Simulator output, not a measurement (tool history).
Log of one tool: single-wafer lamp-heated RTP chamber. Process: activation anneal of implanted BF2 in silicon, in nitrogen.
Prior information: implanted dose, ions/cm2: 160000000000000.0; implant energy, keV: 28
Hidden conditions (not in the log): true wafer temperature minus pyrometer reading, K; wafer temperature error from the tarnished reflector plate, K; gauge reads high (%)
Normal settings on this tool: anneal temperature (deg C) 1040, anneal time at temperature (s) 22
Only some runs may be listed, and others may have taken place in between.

run,hour,anneal temperature (deg C),anneal time at temperature (s),wafers since the last listed run,wafers since the last pyrometer calibration,wafers since the reflector plate was cleaned,hours since the gauge calibration,"read-back reference wafer on the same gauge, sheet resistance",sheet resistance of the implanted and annealed layer (ohm/square)
1,0.0,1031,32,0,3006,8574,612.1,766.80,670.99
# hour 27.9: reflector plate cleaned
2,52.1,1031,32,559,3566,306,664.2,766.85,671.76
3,107.3,1031,32,700,4266,1007,719.4,766.57,671.12
4,149.2,1040,22,531,4797,1538,761.3,766.89,674.13
5,197.5,1040,22,612,5410,2151,809.6,766.97,674.19
# hour 212.9: pyrometer window cleaned and pyrometer calibrated
6,265.9,1040,22,766,672,2917,878.0,767.44,673.47
7,360.5,1040,22,1200,1872,4117,972.6,767.24,671.90
8,399.1,1025,22,489,2361,4607,1011.2,766.88,678.00
9,607.1,1025,22,2638,5000,7245,1219.2,767.22,675.79
10,635.9,1025,22,365,5365,7610,1248.0,766.79,674.05
# hour 651.7: pyrometer window cleaned and pyrometer calibrated
11,705.8,1064,15,785,685,8396,1317.9,766.87,673.52
12,740.8,1040,22,443,1129,8840,1352.9,766.98,673.02
13,788.2,1040,22,601,1731,9441,1400.3,766.85,673.80
14,819.5,1040,22,397,2128,9838,1431.6,766.95,673.18
# hour 831.7: reflector plate cleaned
15,883.3,1062,22,707,2835,654,1495.4,766.97,670.79
16,953.2,1040,22,886,3722,1541,1565.3,766.85,673.56
17,1004.5,1040,22,650,4373,2191,1616.6,767.15,674.70
# hour 1055.1: pyrometer window cleaned and pyrometer calibrated
18,1075.3,1040,22,796,256,2988,1687.4,766.81,672.88
19,1103.3,1056,12,355,611,3343,1715.4,766.60,677.61
20,1162.3,1040,22,748,1360,4092,1774.4,766.91,675.01
21,1211.5,1020,12,624,1984,4716,1823.6,767.13,682.17
22,1245.9,1021,17,436,2420,5152,1858.0,767.16,678.36
23,1281.8,1040,31,455,2876,5607,1893.9,767.11,668.68
24,1340.8,1040,22,748,3624,6356,1952.9,767.03,673.83
# hour 1345.3: gauge calibrated
25,1392.8,1068,35,659,4284,7016,47.5,767.19,660.11
26,1439.9,1057,15,597,4881,7613,94.6,766.99,673.37
# hour 1457.8: pyrometer window cleaned and pyrometer calibrated
27,1482.7,1023,19,441,316,8054,137.4,766.96,678.85
# hour 1516.7: reflector plate cleaned
28,1534.1,1059,12,550,866,220,188.8,766.93,677.39
29,1595.4,1069,22,777,1644,998,250.1,767.13,668.87
30,1654.6,1040,22,750,2395,1749,309.3,767.23,674.69
31,1714.7,1010,14,762,3157,2511,369.4,767.05,681.02
32,1740.3,1025,28,324,3482,2836,395.0,766.66,673.88
33,1767.7,1040,9,347,3829,3184,422.4,767.34,680.23
34,1801.2,1011,22,424,4254,3609,455.9,766.91,677.36
# hour 1847.2: pyrometer window cleaned and pyrometer calibrated
35,1864.2,1062,14,697,215,4306,518.9,766.97,673.01
36,1921.3,1052,9,724,940,5031,576.0,766.84,681.41
37,1987.2,1040,22,835,1776,5867,641.9,767.08,675.98

List, for all runs, the conditions of the tool that the log does not record:
true wafer temperature minus pyrometer reading, K: 0 on each run
wafer temperature error from the tarnished reflector plate, K: 0 on each run
gauge reads high (%): 0 on each run
